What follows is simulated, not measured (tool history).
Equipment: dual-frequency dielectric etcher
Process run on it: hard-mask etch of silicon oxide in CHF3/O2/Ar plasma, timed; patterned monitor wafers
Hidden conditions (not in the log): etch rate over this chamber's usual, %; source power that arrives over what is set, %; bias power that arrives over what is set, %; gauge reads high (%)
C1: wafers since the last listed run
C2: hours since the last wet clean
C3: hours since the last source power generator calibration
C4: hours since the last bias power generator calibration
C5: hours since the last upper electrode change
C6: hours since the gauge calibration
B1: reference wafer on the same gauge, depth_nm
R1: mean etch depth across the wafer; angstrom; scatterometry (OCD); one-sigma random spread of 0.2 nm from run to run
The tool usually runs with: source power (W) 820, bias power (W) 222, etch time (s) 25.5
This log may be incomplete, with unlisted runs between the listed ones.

{"run": 1, "hour": 0.0, "source power (W)": 820, "bias power (W)": 244, "etch time (s)": 25.5, "C1": 0, "C2": 8.8, "C3": 2291.6, "C4": 2539.4, "C5": 5172.4, "C6": 202.4, "B1": 62.6, "R1": 597}
{"run": 2, "hour": 17.1, "source power (W)": 820, "bias power (W)": 244, "etch time (s)": 25.5, "C1": 184, "C2": 25.9, "C3": 2308.7, "C4": 2556.5, "C5": 5189.5, "C6": 219.5, "B1": 62.6, "R1": 595}
{"run": 3, "hour": 40.2, "source power (W)": 820, "bias power (W)": 222, "etch time (s)": 25.5, "C1": 249, "C2": 49.0, "C3": 2331.8, "C4": 2579.6, "C5": 5212.6, "C6": 242.6, "B1": 62.6, "R1": 572}
{"run": 4, "hour": 61.8, "source power (W)": 820, "bias power (W)": 222, "etch time (s)": 25.5, "C1": 232, "C2": 70.6, "C3": 2353.4, "C4": 2601.2, "C5": 5234.2, "C6": 264.2, "B1": 62.6, "R1": 570}
{"run": 5, "hour": 86.2, "source power (W)": 820, "bias power (W)": 222, "etch time (s)": 31.0, "C1": 263, "C2": 95.0, "C3": 2377.8, "C4": 2625.6, "C5": 5258.6, "C6": 288.6, "B1": 62.6, "R1": 698}
{"run": 6, "hour": 100.1, "source power (W)": 820, "bias power (W)": 222, "etch time (s)": 25.5, "C1": 149, "C2": 108.9, "C3": 2391.7, "C4": 2639.5, "C5": 5272.5, "C6": 302.5, "B1": 62.7, "R1": 569}
{"hour": 137.1, "done": "gauge calibrated"}
{"run": 7, "hour": 204.0, "source power (W)": 820, "bias power (W)": 222, "etch time (s)": 25.5, "C1": 1120, "C2": 212.8, "C3": 2495.6, "C4": 2743.4, "C5": 5376.4, "C6": 66.9, "B1": 62.6, "R1": 572}
{"run": 8, "hour": 218.8, "source power (W)": 820, "bias power (W)": 222, "etch time (s)": 25.5, "C1": 159, "C2": 227.6, "C3": 2510.4, "C4": 2758.2, "C5": 5391.2, "C6": 81.7, "B1": 62.5, "R1": 573}
{"run": 9, "hour": 254.6, "source power (W)": 870, "bias power (W)": 222, "etch time (s)": 25.5, "C1": 386, "C2": 263.4, "C3": 2546.2, "C4": 2794.0, "C5": 5427.0, "C6": 117.5, "B1": 62.6, "R1": 592}
{"run": 10, "hour": 283.5, "source power (W)": 870, "bias power (W)": 222, "etch time (s)": 25.5, "C1": 311, "C2": 292.3, "C3": 2575.1, "C4": 2822.9, "C5": 5455.9, "C6": 146.4, "B1": 62.6, "R1": 592}
{"run": 11, "hour": 303.1, "source power (W)": 820, "bias power (W)": 222, "etch time (s)": 25.5, "C1": 211, "C2": 311.9, "C3": 2594.7, "C4": 2842.5, "C5": 5475.5, "C6": 166.0, "B1": 62.6, "R1": 574}
{"hour": 337.1, "done": "bias power generator calibrated"}
{"hour": 345.6, "done": "wet clean of the chamber"}
{"run": 12, "hour": 346.1, "source power (W)": 820, "bias power (W)": 191, "etch time (s)": 25.5, "C1": 329, "C2": 0.5, "C3": 2637.7, "C4": 9.0, "C5": 5518.5, "C6": 209.0, "B1": 62.7, "R1": 545}
{"run": 13, "hour": 346.4, "source power (W)": 920, "bias power (W)": 222, "etch time (s)": 22.5, "C1": 3, "C2": 0.8, "C3": 2638.0, "C4": 9.3, "C5": 5518.8, "C6": 209.3, "B1": 62.6, "R1": 538}
{"run": 14, "hour": 366.2, "source power (W)": 660, "bias power (W)": 222, "etch time (s)": 25.5, "C1": 213, "C2": 20.6, "C3": 2657.8, "C4": 29.1, "C5": 5538.6, "C6": 229.1, "B1": 62.7, "R1": 505}
{"run": 15, "hour": 386.8, "source power (W)": 760, "bias power (W)": 244, "etch time (s)": 20.5, "C1": 222, "C2": 41.2, "C3": 2678.4, "C4": 49.7, "C5": 5559.2, "C6": 249.7, "B1": 62.5, "R1": 458}
{"run": 16, "hour": 405.5, "source power (W)": 820, "bias power (W)": 260, "etch time (s)": 25.5, "C1": 201, "C2": 59.9, "C3": 2697.1, "C4": 68.4, "C5": 5577.9, "C6": 268.4, "B1": 62.6, "R1": 611}
{"hour": 415.7, "done": "source power generator calibrated"}
{"hour": 452.0, "done": "upper electrode replaced"}
{"hour": 462.4, "done": "gauge calibrated"}
{"run": 17, "hour": 506.2, "source power (W)": 820, "bias power (W)": 274, "etch time (s)": 25.5, "C1": 784, "C2": 160.6, "C3": 90.5, "C4": 169.1, "C5": 54.2, "C6": 43.8, "B1": 62.6, "R1": 623}
{"run": 18, "hour": 534.3, "source power (W)": 940, "bias power (W)": 203, "etch time (s)": 25.5, "C1": 303, "C2": 188.7, "C3": 118.6, "C4": 197.2, "C5": 82.3, "C6": 71.9, "B1": 62.5, "R1": 598}
{"run": 19, "hour": 569.6, "source power (W)": 820, "bias power (W)": 222, "etch time (s)": 25.5, "C1": 380, "C2": 224.0, "C3": 153.9, "C4": 232.5, "C5": 117.6, "C6": 107.2, "B1": 62.5, "R1": 575}
{"run": 20, "hour": 592.2, "source power (W)": 950, "bias power (W)": 276, "etch time (s)": 29.0, "C1": 243, "C2": 246.6, "C3": 176.5, "C4": 255.1, "C5": 140.2, "C6": 129.8, "B1": 62.6, "R1": 773}

What was the tool's hidden state at every run in the log?
etch rate over this chamber's usual, %: 0 on each run
source power that arrives over what is set, %: 0 on each run
bias power that arrives over what is set, %: 0 on each run
gauge reads high (%): 0 on each run

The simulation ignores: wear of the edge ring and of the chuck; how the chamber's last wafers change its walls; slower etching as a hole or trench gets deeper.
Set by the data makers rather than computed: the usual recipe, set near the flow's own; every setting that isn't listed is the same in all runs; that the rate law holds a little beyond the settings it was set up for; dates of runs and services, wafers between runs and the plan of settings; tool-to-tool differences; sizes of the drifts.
